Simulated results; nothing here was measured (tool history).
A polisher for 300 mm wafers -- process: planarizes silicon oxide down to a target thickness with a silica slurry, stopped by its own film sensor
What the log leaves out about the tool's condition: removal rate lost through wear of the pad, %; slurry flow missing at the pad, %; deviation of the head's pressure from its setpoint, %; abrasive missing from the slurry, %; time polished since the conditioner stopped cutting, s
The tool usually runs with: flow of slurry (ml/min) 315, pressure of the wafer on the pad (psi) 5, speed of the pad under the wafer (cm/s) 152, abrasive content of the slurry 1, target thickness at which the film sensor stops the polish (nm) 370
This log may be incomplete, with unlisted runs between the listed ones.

run,hour,flow of slurry (ml/min),pressure of the wafer on the pad (psi),speed of the pad under the wafer (cm/s),abrasive content of the slurry,target thickness at which the film sensor stops the polish (nm),wafers since the last listed run,wafers polished on this pad,hours since the slurry nozzle was cleaned,hours since the head pressure was calibrated,hours since the slurry blender was calibrated,hours since the conditioning disc was replaced,"incoming thickness of the incoming film, nm",time until the film sensor stopped the polish (s)
1,0,315,5,152,1,370,0,43,123.1,169.5,240.5,124.4,1011,146.6
2,45.5,315,5,182,1,370,286,330,168.6,215,286,169.9,1012.1,123.3
3,74.1,315,5,152,1,370,180,510,197.2,243.6,314.6,198.5,1012.8,146.2
4,144.4,355,5,152,1,370,443,953,267.5,313.9,384.9,268.8,1003.5,141.8
# hour 211.5: slurry blender recalibrated
5,266,315,5,108,1,252,754,1707,389.1,435.5,54.5,390.4,998.4,221.1
# hour 303.9: conditioning disc replaced and pad reconditioned
6,313.8,315,5,196,1,513,288,1996,436.9,483.3,102.3,9.9,988.1,88
# hour 347.2: slurry nozzle cleaned
7,374.4,315,5,204,1,370,375,2372,27.2,543.9,162.9,70.5,1008.3,113.5
8,422.9,315,5,152,1,370,305,2678,75.7,592.4,211.4,119,1010.6,143.8
9,453.2,230,5,152,1,370,191,2869,106,622.7,241.7,149.3,990.5,142.6
# hour 473.3: head pressure recalibrated
# hour 497.5: worn pad replaced by a new one
10,627.6,315,5,152,1,370,1061,820,280.4,154.3,416.1,323.7,1006,142.2
11,678,315,4.5,152,1,370,317,1137,330.8,204.7,466.5,374.1,1010.9,160.1
12,711.4,315,5,152,1,493,210,1348,364.2,238.1,499.9,407.5,989.3,112.3
# hour 715.5: slurry blender recalibrated
13,740.2,420,5,152,1,370,168,1517,393,266.9,24.7,436.3,1011.5,144
# hour 790.1: conditioning disc replaced and pad reconditioned
14,811.4,315,5,152,1,370,436,1953,464.2,338.1,95.9,21.3,1014,144.6
15,839.5,315,5,152,1,370,177,2130,492.3,366.2,124,49.4,1014,143.3
# hour 845.8: slurry nozzle cleaned
16,900.1,250,5,152,1,370,375,2506,54.3,426.8,184.6,110,1017.2,146.2
17,970.8,315,4.3,152,1,505,445,2952,125,497.5,255.3,180.7,1008.1,130.9
# hour 1003.2: worn pad replaced by a new one
18,1025.1,315,6,152,0.75,370,317,137,179.3,551.8,309.6,235,995.3,125.5
19,1057.9,250,4.1,180,1,482,206,344,212.1,584.6,342.4,267.8,1022,130.5
# hour 1104.3: head pressure recalibrated
20,1119.3,315,5,152,1,291,374,719,273.5,15,403.8,329.2,998.4,157.1
21,1173.1,315,5,152,1,370,339,1058,327.3,68.8,457.6,383,1006.9,140.2
# hour 1240.3: conditioning disc replaced and pad reconditioned
22,1245,230,5,192,0.85,370,440,1499,399.2,140.7,529.5,4.7,1012.3,127.3
# hour 1249: slurry blender recalibrated
23,1282.9,315,5,152,1.2,370,226,1725,437.1,178.6,33.9,42.6,1024.5,140.4
# hour 1313.9: slurry nozzle cleaned
24,1334.6,315,5,196,1.3,370,319,2045,20.7,230.3,85.6,94.3,1010.5,108.9

Across each entry between runs, compare the hidden state at the last listed run before it with the hidden state at the first listed run after it:
Between runs 4 and 5: slurry blender recalibrated (hour 211.5)
  both runs share identical hidden conditions
Between runs 5 and 6: conditioning disc replaced and pad reconditioned (hour 303.9)
  both runs share identical hidden conditions
Between runs 6 and 7: slurry nozzle cleaned (hour 347.2)
  both runs share identical hidden conditions
Between runs 9 and 10: head pressure recalibrated (hour 473.3); worn pad replaced by a new one (hour 497.5)
  both runs share identical hidden conditions
Between runs 12 and 13: slurry blender recalibrated (hour 715.5)
  both runs share identical hidden conditions
Between runs 13 and 14: conditioning disc replaced and pad reconditioned (hour 790.1)
  both runs share identical hidden conditions
Between runs 15 and 16: slurry nozzle cleaned (hour 845.8)
  both runs share identical hidden conditions
Between runs 17 and 18: worn pad replaced by a new one (hour 1003.2)
  both runs share identical hidden conditions
Between runs 19 and 20: head pressure recalibrated (hour 1104.3)
  both runs share identical hidden conditions
Between runs 21 and 22: conditioning disc replaced and pad reconditioned (hour 1240.3)
  both runs share identical hidden conditions
Between runs 22 and 23: slurry blender recalibrated (hour 1249)
  both runs share identical hidden conditions
Between runs 23 and 24: slurry nozzle cleaned (hour 1313.9)
  both runs share identical hidden conditions
